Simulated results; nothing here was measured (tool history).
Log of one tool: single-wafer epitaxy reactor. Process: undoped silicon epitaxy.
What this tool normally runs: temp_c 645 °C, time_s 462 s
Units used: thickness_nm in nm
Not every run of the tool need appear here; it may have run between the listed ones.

run    hour  temp_c  time_s  wafers since the last listed run  hours since the last pyrometer calibration  hours since the gauge calibration  read-back reference wafer on the same gauge, thickness_nm  thickness_nm
  1       0     645     462                                 0                                        1656                              261.2                                                     58.297        67.769
        2.7  -- pyrometer calibrated
  2    31.6     638     401                               124                                        28.9                              292.8                                                     58.284        47.769
  3     103     635     462                               306                                       100.3                              364.2                                                     58.299          51.4
  4   154.5     635     462                               221                                       151.8                              415.7                                                     58.283        51.231
  5   203.6     635     462                               210                                       200.9                              464.8                                                     58.256         51.34
  6   244.8     645     462                               177                                       242.1                                506                                                     58.295        65.686
  7   291.4     645     462                               200                                       288.7                              552.6                                                     58.296         65.65
  8   346.8     645     462                               238                                       344.1                                608                                                     58.322        65.731
  9   416.6     645     487                               299                                       413.9                              677.8                                                     58.278        69.087
 10   454.4     645     391                               162                                       451.7                              715.6                                                     58.302        55.583
 11   488.5     645     391                               146                                       485.8                              749.7                                                     58.298        55.687
 12   525.9     645     391                               160                                       523.2                              787.1                                                     58.275        55.949
 13   573.8     645     462                               205                                       571.1                                835                                                     58.296        65.948
 14   632.7     645     462                               253                                         630                              893.9                                                     58.281        65.924
 15   665.1     645     462                               139                                       662.4                              926.3                                                     58.297         65.92
 16   753.8     645     462                               381                                       751.1                               1015                                                     58.282        66.131
 17     861     645     462                               460                                       858.3                             1122.2                                                     58.271        66.491
 18   929.4     645     462                               293                                       926.7                             1190.6                                                     58.302        66.493
        961  -- gauge calibrated
 19   996.1     645     462                               286                                       993.4                               35.1                                                     58.335        66.547
 20  1060.6     645     462                               277                                      1057.9                               99.6                                                     58.275        66.755
 21  1085.8     645     462                               108                                      1083.1                              124.8                                                     58.307        66.616
 22  1125.2     636     370                               169                                      1122.5                              164.2                                                     58.293        42.986
 23  1149.9     637     549                               106                                      1147.2                              188.9                                                     58.286        65.356
 24  1196.7     645     462                               201                                        1194                              235.7                                                     58.309        66.733
 25  1253.8     649     540                               245                                      1251.1                              292.8                                                     58.302        85.936
 26  1308.8     645     392                               236                                      1306.1                              347.8                                                     58.304        56.753
     1348.8  -- pyrometer calibrated
 27  1349.3     655     372                               139                                         0.5                              388.3                                                     58.316        66.636
 28  1389.5     645     462                               172                                        40.7                              428.5                                                     58.314        65.478
 29  1468.3     658     492                               338                                       119.5                              507.3                                                     58.276        94.471
 30    1511     651     417                               183                                       162.2                                550                                                     58.281        67.874
 31  1580.4     640     398                               298                                       231.6                              619.4                                                     58.286        50.025
 32  1645.7     645     462                               280                                       296.9                              684.7                                                     58.316        65.635
 33  1711.7     635     524                               283                                       362.9                              750.7                                                     58.256        58.649
 34  1779.8     645     393                               292                                         431                              818.8                                                     58.302        56.056
 35  1848.3     645     462                               294                                       499.5                              887.3                                                       58.3        66.113
 36  1911.8     639     436                               272                                         563                              950.8                                                     58.327        54.108
 37    1980     645     487                               293                                       631.2                               1019                                                     58.308        70.009
 38  2032.1     639     397                               223                                       683.3                             1071.1                                                     58.316        49.247
 39  2058.3     645     462                               112                                       709.5                             1097.3                                                     58.303        66.356
 40  2100.5     645     393                               181                                       751.7                             1139.5                                                      58.32        56.132
 41  2131.7     645     462                               134                                       782.9                             1170.7                                                      58.26        66.399
 42  2160.6     645     462                               124                                       811.8                             1199.6                                                     58.297        66.132
 43  2189.9     651     423                               125                                       841.1                             1228.9                                                     58.277        70.313

5 options for the next run, each taken on its own from the tool as it stands now. Forecast them:
  A  2190.4     645     462                                 2                                       841.6                             1229.4                                                          ?             ?
  B  2190.4     640     462                                 2                                       841.6                             1229.4                                                          ?             ?
  C  2190.4     660     462                                 2                                       841.6                             1229.4                                                          ?             ?
  D  2190.4     655     548                                 2                                       841.6                             1229.4                                                          ?             ?
  E  2190.4     652     404                                 2                                       841.6                             1229.4                                                          ?             ?

run  read-back reference wafer on the same gauge, thickness_nm  thickness_nm
  A                                                     58.282         66.45
  B                                                     58.282        58.914
  C                                                     58.282        94.549
  D                                                     58.282        99.848
  E                                                     58.282        68.609
Take away the tool's hidden state, keep each run's random variation, and the runs would have read:
run  thickness_nm
  A        65.137
  B        57.737
  C        92.746
  D        97.921
  E        67.276
